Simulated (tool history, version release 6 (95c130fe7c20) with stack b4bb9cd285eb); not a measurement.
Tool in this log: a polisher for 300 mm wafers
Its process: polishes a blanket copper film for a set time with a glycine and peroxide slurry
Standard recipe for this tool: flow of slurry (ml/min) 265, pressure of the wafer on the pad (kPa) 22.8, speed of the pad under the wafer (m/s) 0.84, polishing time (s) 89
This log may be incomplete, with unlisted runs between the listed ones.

run	hour	flow of slurry (ml/min)	pressure of the wafer on the pad (kPa)	speed of the pad under the wafer (m/s)	polishing time (s)	wafers since the last listed run	wafers polished on this pad	hours since the slurry nozzle was cleaned	hours since the head pressure was calibrated	incoming thickness of the incoming film, nm	film removed (Å)
1	0	265	22.8	0.84	89	0	1286	356.5	362.6	2363.9	4881
2	61.7	265	22.8	0.84	89	563	1849	418.2	424.3	2336.9	4959
3	102	265	22.8	0.84	89	367	2217	458.5	464.6	2334.4	4860
# hour 119.3: worn pad replaced by a new one
4	162.6	265	22.8	0.84	89	516	395	519.1	525.2	2339.4	5014
5	207.2	265	22.8	0.84	89	407	802	563.7	569.8	2302.1	4930
6	274.9	265	22.8	0.84	89	617	1420	631.4	637.5	2310.1	4884
7	313.5	265	22.8	0.84	89	352	1772	670	676.1	2343.5	4830
8	355.1	265	22.8	1.02	89	379	2152	711.6	717.7	2362.9	5464
# hour 373.7: worn pad replaced by a new one
9	388.9	265	22.8	0.84	89	272	138	745.4	751.5	2336.2	4779
# hour 402: slurry nozzle cleaned
10	437.7	265	22.8	0.84	89	436	575	35.7	800.3	2326.1	4710
11	481.5	265	22.8	0.84	89	399	975	79.5	844.1	2308.8	4703
12	527.4	265	22.8	0.84	89	418	1394	125.4	890	2321.4	4745
13	587.4	265	22.8	0.84	89	547	1941	185.4	950	2357	4830
# hour 605.4: worn pad replaced by a new one
14	625.8	265	22.8	0.84	89	314	185	223.8	988.4	2298.5	4811
15	663.6	265	22.8	0.62	89	345	530	261.6	1026.2	2369.5	3967
16	691.2	265	22.8	0.84	97	251	782	289.2	1053.8	2359.5	5126
17	715.2	185	16.5	1.08	72	219	1001	313.2	1077.8	2304.4	3477

Run 18 comes next. What will it give?
18	771.5	265	22.8	0.84	119	513	1515	369.5	1134.1	2353	?

film removed (Å): 6442
The same run, on a tool lacking any hidden state, would have yielded film removed (Å) 6916.

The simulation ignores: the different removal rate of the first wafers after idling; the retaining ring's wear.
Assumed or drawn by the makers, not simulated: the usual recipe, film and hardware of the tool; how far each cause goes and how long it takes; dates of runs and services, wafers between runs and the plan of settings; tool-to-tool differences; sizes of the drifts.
